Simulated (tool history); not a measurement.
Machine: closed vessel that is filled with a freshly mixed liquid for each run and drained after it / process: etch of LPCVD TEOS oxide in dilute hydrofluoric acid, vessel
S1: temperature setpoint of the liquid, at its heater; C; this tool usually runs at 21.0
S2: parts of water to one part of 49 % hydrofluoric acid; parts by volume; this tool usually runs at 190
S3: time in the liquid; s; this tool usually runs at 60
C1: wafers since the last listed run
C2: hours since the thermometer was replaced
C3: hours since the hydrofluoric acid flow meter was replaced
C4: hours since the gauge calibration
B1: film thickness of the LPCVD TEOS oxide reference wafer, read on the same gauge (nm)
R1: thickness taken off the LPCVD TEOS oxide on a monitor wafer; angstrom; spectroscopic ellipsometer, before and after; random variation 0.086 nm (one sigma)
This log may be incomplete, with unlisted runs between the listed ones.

{"run": 1, "hour": 0.0, "S1": 21.0, "S2": 190, "S3": 60, "C1": 0, "C2": 1720.4, "C3": 559.4, "C4": 236.7, "B1": 30.0, "R1": 110.7}
{"run": 2, "hour": 31.7, "S1": 21.0, "S2": 190, "S3": 60, "C1": 4587, "C2": 1752.1, "C3": 591.1, "C4": 268.4, "B1": 30.0, "R1": 110.2}
{"run": 3, "hour": 45.8, "S1": 21.0, "S2": 190, "S3": 60, "C1": 2040, "C2": 1766.2, "C3": 605.2, "C4": 282.5, "B1": 30.0, "R1": 110.6}
{"run": 4, "hour": 78.7, "S1": 21.0, "S2": 190, "S3": 60, "C1": 4760, "C2": 1799.1, "C3": 638.1, "C4": 315.4, "B1": 29.98, "R1": 110.9}
{"run": 5, "hour": 113.6, "S1": 21.0, "S2": 190, "S3": 60, "C1": 5050, "C2": 1834.0, "C3": 673.0, "C4": 350.3, "B1": 30.01, "R1": 112.0}
{"run": 6, "hour": 126.9, "S1": 21.0, "S2": 190, "S3": 60, "C1": 1924, "C2": 1847.3, "C3": 686.3, "C4": 363.6, "B1": 30.0, "R1": 111.9}
{"run": 7, "hour": 162.9, "S1": 21.0, "S2": 190, "S3": 60, "C1": 5209, "C2": 1883.3, "C3": 722.3, "C4": 399.6, "B1": 30.01, "R1": 111.7}
{"hour": 179.3, "done": "gauge calibrated"}
{"run": 8, "hour": 188.7, "S1": 17.0, "S2": 190, "S3": 60, "C1": 3733, "C2": 1909.1, "C3": 748.1, "C4": 9.4, "B1": 30.0, "R1": 95.0}
{"run": 9, "hour": 216.3, "S1": 21.0, "S2": 190, "S3": 60, "C1": 3993, "C2": 1936.7, "C3": 775.7, "C4": 37.0, "B1": 30.0, "R1": 114.1}
{"hour": 230.4, "done": "hydrofluoric acid flow meter replaced"}
{"run": 10, "hour": 237.8, "S1": 21.0, "S2": 160, "S3": 60, "C1": 2966, "C2": 1958.2, "C3": 7.4, "C4": 58.5, "B1": 30.02, "R1": 149.9}
{"hour": 238.9, "done": "thermometer replaced"}
{"run": 11, "hour": 270.8, "S1": 21.0, "S2": 125, "S3": 35, "C1": 4630, "C2": 31.9, "C3": 40.4, "C4": 91.5, "B1": 30.03, "R1": 116.0}
{"hour": 294.0, "done": "hydrofluoric acid flow meter replaced, repeated, since the last time left the tool worse"}
{"run": 12, "hour": 297.2, "S1": 21.0, "S2": 280, "S3": 60, "C1": 3675, "C2": 58.3, "C3": 3.2, "C4": 117.9, "B1": 30.0, "R1": 65.5}
{"run": 13, "hour": 329.4, "S1": 17.0, "S2": 190, "S3": 40, "C1": 4659, "C2": 90.5, "C3": 35.4, "C4": 150.1, "B1": 29.99, "R1": 60.8}
{"run": 14, "hour": 349.1, "S1": 25.5, "S2": 140, "S3": 30, "C1": 2850, "C2": 110.2, "C3": 55.1, "C4": 169.8, "B1": 29.98, "R1": 89.1}
{"run": 15, "hour": 363.6, "S1": 21.0, "S2": 100, "S3": 60, "C1": 2098, "C2": 124.7, "C3": 69.6, "C4": 184.3, "B1": 29.96, "R1": 223.3}

What the log doesn't show, run by run:
liquid colder than its thermometer reads (K): 0 across all the runs
gauge reads high (%): 0 across all the runs
H1: hydrofluoric acid flow above the setpoint (%)
run=1 H1=5.36
run=2 H1=5.66
run=3 H1=5.79
run=4 H1=6.1
run=5 H1=6.42
run=6 H1=6.55
run=7 H1=6.88
run=8 H1=7.13
run=9 H1=7.38
run=10 H1=15.1
run=11 H1=15.4
run=12 H1=1.6
run=13 H1=1.9
run=14 H1=2.09
run=15 H1=2.22

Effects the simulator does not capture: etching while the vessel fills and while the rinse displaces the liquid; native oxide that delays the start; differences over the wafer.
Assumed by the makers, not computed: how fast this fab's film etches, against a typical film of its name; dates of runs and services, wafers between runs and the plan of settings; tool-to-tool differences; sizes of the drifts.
